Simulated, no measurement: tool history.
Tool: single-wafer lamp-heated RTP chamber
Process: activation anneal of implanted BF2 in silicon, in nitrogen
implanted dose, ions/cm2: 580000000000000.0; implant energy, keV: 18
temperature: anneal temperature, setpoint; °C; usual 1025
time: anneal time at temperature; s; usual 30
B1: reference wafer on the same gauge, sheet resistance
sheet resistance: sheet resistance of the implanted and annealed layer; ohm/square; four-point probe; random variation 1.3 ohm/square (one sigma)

Run 1, hour 0.0: usual settings; B1 228.00. Result: sheet resistance 233.73 ohm/square.
At hour 27.5: pyrometer window cleaned and pyrometer calibrated.
At hour 51.0: reflector plate cleaned.
Run 2, hour 185.2: usual settings; B1 230.23. Result: sheet resistance 236.79 ohm/square.
Run 3, hour 256.1: usual settings; B1 230.61. Result: sheet resistance 237.06 ohm/square.
Run 4, hour 296.6: usual settings but temperature 1043 °C, time 40 s; B1 230.37. Result: sheet resistance 223.47 ohm/square.
At hour 314.6: reflector plate cleaned.
At hour 345.3: pyrometer window cleaned and pyrometer calibrated.
Run 5, hour 364.1: usual settings but temperature 1043 °C, time 40 s; B1 230.42. Result: sheet resistance 225.86 ohm/square.
Run 6, hour 425.6: usual settings but temperature 1043 °C, time 40 s; B1 232.17. Result: sheet resistance 225.98 ohm/square.
Run 7, hour 482.1: usual settings; B1 232.55. Result: sheet resistance 240.61 ohm/square.
Run 8, hour 509.4: usual settings; B1 232.48. Result: sheet resistance 239.61 ohm/square.
At hour 532.3: reflector plate cleaned.
Run 9, hour 549.2: usual settings; B1 232.69. Result: sheet resistance 240.99 ohm/square.
At hour 599.7: pyrometer window cleaned and pyrometer calibrated.
Run 10, hour 613.5: usual settings; B1 233.48. Result: sheet resistance 242.00 ohm/square.
Run 11, hour 673.6: usual settings; B1 233.55. Result: sheet resistance 241.84 ohm/square.
Run 12, hour 704.0: usual settings; B1 234.49. Result: sheet resistance 242.84 ohm/square.
At hour 710.1: gauge calibrated.
At hour 753.5: reflector plate cleaned.
Run 13, hour 755.0: usual settings but temperature 1049 °C, time 25 s; B1 226.23. Result: sheet resistance 223.57 ohm/square.
Run 14, hour 795.2: usual settings; B1 227.31. Result: sheet resistance 236.87 ohm/square.
Run 15, hour 859.6: usual settings but temperature 1042 °C, time 24 s; B1 227.36. Result: sheet resistance 229.72 ohm/square.
At hour 877.4: pyrometer window cleaned and pyrometer calibrated.
Run 16, hour 914.5: usual settings but temperature 1009 °C, time 37 s; B1 228.10. Result: sheet resistance 241.63 ohm/square.
Run 17, hour 951.6: usual settings but temperature 1016 °C, time 44 s; B1 228.71. Result: sheet resistance 235.24 ohm/square.
Run 18, hour 987.3: usual settings but temperature 1008 °C, time 44 s; B1 229.08. Result: sheet resistance 242.93 ohm/square.
At hour 1031.3: reflector plate cleaned.
Run 19, hour 1044.0: usual settings but temperature 1052 °C, time 21 s; B1 229.11. Result: sheet resistance 227.87 ohm/square.
Run 20, hour 1092.3: usual settings but time 35 s; B1 230.12. Result: sheet resistance 235.38 ohm/square.
At hour 1136.6: pyrometer window cleaned and pyrometer calibrated.
Run 21, hour 1139.0: usual settings; B1 230.18. Result: sheet resistance 238.34 ohm/square.
Run 22, hour 1192.2: usual settings but temperature 1046 °C, time 41 s; B1 230.63. Result: sheet resistance 221.78 ohm/square.
Run 23, hour 1232.8: usual settings but time 20 s; B1 230.89. Result: sheet resistance 244.08 ohm/square.
At hour 1266.2: reflector plate cleaned.
Run 24, hour 1266.6: usual settings but temperature 1015 °C, time 48 s; B1 231.12. Result: sheet resistance 235.07 ohm/square.

3 ways to go on from here, each from the tool as it stands after run 24. What would each give?
Run A, hour 1267.0: usual settings but time 21 s; B1 ?. Result: sheet resistance ?.
Run B, hour 1267.0: usual settings but temperature 1036 °C; B1 ?. Result: sheet resistance ?.
Run C, hour 1267.0: usual settings but temperature 1033 °C; B1 ?. Result: sheet resistance ?.

run      B1  sheet resistance
  A  232.13            245.68
  B  232.13            234.03
  C  232.13            235.55
Without the tool's hidden state the same runs would have given:
run  sheet resistance
  A            239.86
  B            228.48
  C            229.97

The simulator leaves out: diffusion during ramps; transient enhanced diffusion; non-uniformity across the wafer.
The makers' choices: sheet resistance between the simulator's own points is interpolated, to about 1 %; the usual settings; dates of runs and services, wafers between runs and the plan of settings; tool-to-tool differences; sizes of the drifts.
